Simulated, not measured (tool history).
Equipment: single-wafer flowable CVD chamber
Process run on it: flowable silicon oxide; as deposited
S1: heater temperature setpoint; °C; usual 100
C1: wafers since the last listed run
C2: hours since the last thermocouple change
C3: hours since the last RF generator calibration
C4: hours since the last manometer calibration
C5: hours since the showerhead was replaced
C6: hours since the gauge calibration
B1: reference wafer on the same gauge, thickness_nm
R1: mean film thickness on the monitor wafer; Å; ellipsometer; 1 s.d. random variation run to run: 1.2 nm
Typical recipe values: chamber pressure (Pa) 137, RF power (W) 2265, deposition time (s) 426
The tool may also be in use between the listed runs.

run 1 day=0.000 | S1=96 chamber_pressure_(Pa)=137 RF_power_(W)=2265 deposition_time_(s)=371 | C1=0 C2=733.7 C3=478.8 C4=1352.2 C5=6882.6 C6=1598.5 | B1=389.115 | R1=3578.29
run 2 day=4.408 | S1=100 chamber_pressure_(Pa)=137 RF_power_(W)=2140 deposition_time_(s)=426 | C1=353 C2=839.5 C3=584.6 C4=1458.0 C5=6988.4 C6=1704.3 | B1=389.137 | R1=3660.26
-- day=14.212 capacitance manometer re-zeroed and calibrated
run 3 day=16.462 | S1=100 chamber_pressure_(Pa)=137 RF_power_(W)=2140 deposition_time_(s)=426 | C1=938 C2=1128.8 C3=873.9 C4=54.0 C5=7277.7 C6=1993.6 | B1=388.680 | R1=3769.74
-- day=20.317 gauge calibrated
-- day=27.754 showerhead replaced
-- day=28.371 thermocouple changed; heater temperature recalibrated
run 4 day=28.979 | S1=100 chamber_pressure_(Pa)=137 RF_power_(W)=2265 deposition_time_(s)=465 | C1=948 C2=14.6 C3=1174.3 C4=354.4 C5=29.4 C6=207.9 | B1=389.249 | R1=4181.39
run 5 day=31.450 | S1=100 chamber_pressure_(Pa)=137 RF_power_(W)=2265 deposition_time_(s)=465 | C1=197 C2=73.9 C3=1233.6 C4=413.7 C5=88.7 C6=267.2 | B1=388.874 | R1=4191.79
run 6 day=33.212 | S1=100 chamber_pressure_(Pa)=137 RF_power_(W)=2265 deposition_time_(s)=426 | C1=141 C2=116.2 C3=1275.9 C4=456.0 C5=131.0 C6=309.5 | B1=388.935 | R1=3863.10
run 7 day=35.021 | S1=100 chamber_pressure_(Pa)=137 RF_power_(W)=2265 deposition_time_(s)=426 | C1=144 C2=159.6 C3=1319.3 C4=499.4 C5=174.4 C6=352.9 | B1=389.373 | R1=3860.65
-- day=36.879 capacitance manometer re-zeroed and calibrated, repeated, since the last time left the tool worse
run 8 day=41.362 | S1=100 chamber_pressure_(Pa)=137 RF_power_(W)=2265 deposition_time_(s)=426 | C1=481 C2=311.8 C3=1471.5 C4=107.6 C5=326.6 C6=505.1 | B1=388.961 | R1=3546.63
run 9 day=45.338 | S1=100 chamber_pressure_(Pa)=137 RF_power_(W)=2265 deposition_time_(s)=354 | C1=318 C2=407.2 C3=1566.9 C4=203.0 C5=422.0 C6=600.5 | B1=389.241 | R1=2971.16
run 10 day=48.821 | S1=96 chamber_pressure_(Pa)=137 RF_power_(W)=2265 deposition_time_(s)=371 | C1=278 C2=490.8 C3=1650.5 C4=286.6 C5=505.6 C6=684.1 | B1=388.994 | R1=3503.13
run 11 day=58.083 | S1=115 chamber_pressure_(Pa)=117 RF_power_(W)=1840 deposition_time_(s)=426 | C1=741 C2=713.1 C3=1872.8 C4=508.9 C5=727.9 C6=906.4 | B1=389.062 | R1=1921.91
run 12 day=60.238 | S1=100 chamber_pressure_(Pa)=137 RF_power_(W)=2265 deposition_time_(s)=426 | C1=172 C2=764.8 C3=1924.5 C4=560.6 C5=779.6 C6=958.1 | B1=388.767 | R1=3616.03
run 13 day=62.071 | S1=104 chamber_pressure_(Pa)=137 RF_power_(W)=2265 deposition_time_(s)=426 | C1=146 C2=808.8 C3=1968.5 C4=604.6 C5=823.6 C6=1002.1 | B1=389.191 | R1=3209.43
-- day=63.008 RF generator calibrated
run 14 day=64.417 | S1=86 chamber_pressure_(Pa)=127 RF_power_(W)=2265 deposition_time_(s)=343 | C1=161 C2=865.1 C3=33.8 C4=660.9 C5=879.9 C6=1058.4 | B1=389.095 | R1=3997.13
run 15 day=66.275 | S1=100 chamber_pressure_(Pa)=137 RF_power_(W)=2145 deposition_time_(s)=426 | C1=148 C2=909.7 C3=78.4 C4=705.5 C5=924.5 C6=1103.0 | B1=388.963 | R1=3596.72
run 16 day=68.325 | S1=100 chamber_pressure_(Pa)=152 RF_power_(W)=2265 deposition_time_(s)=426 | C1=164 C2=958.9 C3=127.6 C4=754.7 C5=973.7 C6=1152.2 | B1=389.090 | R1=3999.36
run 17 day=72.600 | S1=104 chamber_pressure_(Pa)=137 RF_power_(W)=2065 deposition_time_(s)=426 | C1=342 C2=1061.5 C3=230.2 C4=857.3 C5=1076.3 C6=1254.8 | B1=389.124 | R1=3186.83
run 18 day=75.367 | S1=108 chamber_pressure_(Pa)=137 RF_power_(W)=1935 deposition_time_(s)=486 | C1=221 C2=1127.9 C3=296.6 C4=923.7 C5=1142.7 C6=1321.2 | B1=388.756 | R1=3210.71
-- day=77.788 thermocouple changed; heater temperature recalibrated
run 19 day=78.512 | S1=111 chamber_pressure_(Pa)=107 RF_power_(W)=2505 deposition_time_(s)=401 | C1=225 C2=17.4 C3=372.1 C4=999.2 C5=1218.2 C6=1396.7 | B1=389.101 | R1=1951.92
run 20 day=82.221 | S1=113 chamber_pressure_(Pa)=153 RF_power_(W)=2265 deposition_time_(s)=460 | C1=296 C2=106.4 C3=461.1 C4=1088.2 C5=1307.2 C6=1485.7 | B1=388.947 | R1=3004.22
run 21 day=84.208 | S1=100 chamber_pressure_(Pa)=164 RF_power_(W)=2265 deposition_time_(s)=426 | C1=159 C2=154.1 C3=508.8 C4=1135.9 C5=1354.9 C6=1533.4 | B1=388.979 | R1=4349.77
run 22 day=87.496 | S1=113 chamber_pressure_(Pa)=137 RF_power_(W)=2610 deposition_time_(s)=485 | C1=263 C2=233.0 C3=587.7 C4=1214.8 C5=1433.8 C6=1612.3 | B1=388.970 | R1=2904.08
run 23 day=91.221 | S1=113 chamber_pressure_(Pa)=137 RF_power_(W)=2535 deposition_time_(s)=426 | C1=298 C2=322.4 C3=677.1 C4=1304.2 C5=1523.2 C6=1701.7 | B1=389.227 | R1=2557.08
run 24 day=100.983 | S1=100 chamber_pressure_(Pa)=137 RF_power_(W)=2265 deposition_time_(s)=426 | C1=781 C2=556.7 C3=911.4 C4=1538.5 C5=1757.5 C6=1936.0 | B1=389.401 | R1=3710.33
-- day=103.846 capacitance manometer re-zeroed and calibrated
run 25 day=104.829 | S1=100 chamber_pressure_(Pa)=104 RF_power_(W)=2265 deposition_time_(s)=426 | C1=281 C2=649.0 C3=1003.7 C4=23.6 C5=1849.8 C6=2028.3 | B1=388.956 | R1=2687.66
run 26 day=106.779 | S1=100 chamber_pressure_(Pa)=128 RF_power_(W)=2265 deposition_time_(s)=426 | C1=156 C2=695.8 C3=1050.5 C4=70.4 C5=1896.6 C6=2075.1 | B1=389.090 | R1=3325.23
run 27 day=109.975 | S1=100 chamber_pressure_(Pa)=137 RF_power_(W)=2265 deposition_time_(s)=426 | C1=255 C2=772.5 C3=1127.2 C4=147.1 C5=1973.3 C6=2151.8 | B1=389.015 | R1=3607.09
run 28 day=112.438 | S1=96 chamber_pressure_(Pa)=157 RF_power_(W)=2070 deposition_time_(s)=451 | C1=197 C2=831.6 C3=1186.3 C4=206.2 C5=2032.4 C6=2210.9 | B1=388.734 | R1=4776.27
run 29 day=115.596 | S1=85 chamber_pressure_(Pa)=121 RF_power_(W)=2565 deposition_time_(s)=495 | C1=252 C2=907.4 C3=1262.1 C4=282.0 C5=2108.2 C6=2286.7 | B1=388.957 | R1=5713.44

What if the next run were any one of these 3? Each begins from the tool's condition after run 29:
run A day=115.617 | S1=100 chamber_pressure_(Pa)=137 RF_power_(W)=2265 deposition_time_(s)=426 | C1=1 C2=907.9 C3=1262.6 C4=282.5 C5=2108.7 C6=2287.2 | B1=? | R1=?
run B day=115.617 | S1=110 chamber_pressure_(Pa)=137 RF_power_(W)=2265 deposition_time_(s)=505 | C1=1 C2=907.9 C3=1262.6 C4=282.5 C5=2108.7 C6=2287.2 | B1=? | R1=?
run C day=115.617 | S1=100 chamber_pressure_(Pa)=165 RF_power_(W)=2265 deposition_time_(s)=475 | C1=1 C2=907.9 C3=1262.6 C4=282.5 C5=2108.7 C6=2287.2 | B1=? | R1=?

run=A B1=388.897 R1=3586.65
run=B B1=388.897 R1=3168.30
run=C B1=388.897 R1=4773.68
Without the tool's hidden state the same runs would have given:
run=A R1=3534.43
run=B R1=3122.18
run=C R1=4708.94
